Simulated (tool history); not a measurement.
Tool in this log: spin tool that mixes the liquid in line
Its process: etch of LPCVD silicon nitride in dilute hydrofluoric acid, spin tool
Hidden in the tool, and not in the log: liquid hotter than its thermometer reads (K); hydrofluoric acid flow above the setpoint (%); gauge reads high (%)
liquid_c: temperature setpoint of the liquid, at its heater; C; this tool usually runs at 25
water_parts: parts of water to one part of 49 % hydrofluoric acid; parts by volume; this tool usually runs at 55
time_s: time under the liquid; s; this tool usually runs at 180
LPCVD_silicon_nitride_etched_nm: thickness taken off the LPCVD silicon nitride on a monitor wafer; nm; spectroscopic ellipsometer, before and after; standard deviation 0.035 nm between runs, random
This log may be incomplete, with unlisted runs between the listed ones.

run	hour	liquid_c	water_parts	time_s	wafers since the last listed run	hours since the thermometer was replaced	hours since the hydrofluoric acid flow meter was replaced	hours since the gauge calibration	read-back film thickness of the LPCVD silicon nitride reference wafer, read on the same gauge (nm)	LPCVD_silicon_nitride_etched_nm
1	0	25	70	180	0	798.3	2252	61.3	129.983	1.572
2	46.5	25	70	180	366	844.8	2298.5	107.8	130.02	1.527
# hour 49: gauge calibrated
3	60.1	25	70	180	107	858.4	2312.1	11.1	130.019	1.48
4	73.2	25	55	180	103	871.5	2325.2	24.2	130.02	1.937
# hour 79.5: hydrofluoric acid flow meter replaced
5	84.5	25	55	180	81	882.8	5	35.5	129.989	1.943
6	99.5	25	55	180	118	897.8	20	50.5	130.005	1.969
7	107.8	25	55	180	65	906.1	28.3	58.8	129.995	2.007
8	122	25	45	115	111	920.3	42.5	73	130.015	1.537
9	132	20.5	75	180	78	930.3	52.5	83	130.023	1.077
10	140.8	25	30	180	69	939.1	61.3	91.8	130.027	3.591
# hour 145.4: gauge calibrated
# hour 149.6: thermometer replaced
11	154.1	25	55	180	96	4.5	74.6	8.7	130	1.95
12	165.4	23	25	265	88	15.8	85.9	20	130.001	5.287
13	180.3	21	30	265	117	30.7	100.8	34.9	129.995	3.899
14	191.6	29	45	180	88	42	112.1	46.2	129.978	3.151
15	201.6	25	65	180	78	52	122.1	56.2	129.998	1.684

Predict each of these 3 candidate next runs independently; none follows another, all start after run 15:
A	202.1	25	55	180	3	52.5	122.6	56.7	?	?
B	202.1	26.5	45	210	3	52.5	122.6	56.7	?	?
C	202.1	21	65	285	3	52.5	122.6	56.7	?	?

run	read-back film thickness of the LPCVD silicon nitride reference wafer, read on the same gauge (nm)	LPCVD_silicon_nitride_etched_nm
A	129.992	1.945
B	129.992	3.053
C	129.992	1.995
With the hidden condition removed and each run's random variation left untouched, the same runs would have given:
run	LPCVD_silicon_nitride_etched_nm
A	1.945
B	3.053
C	1.995
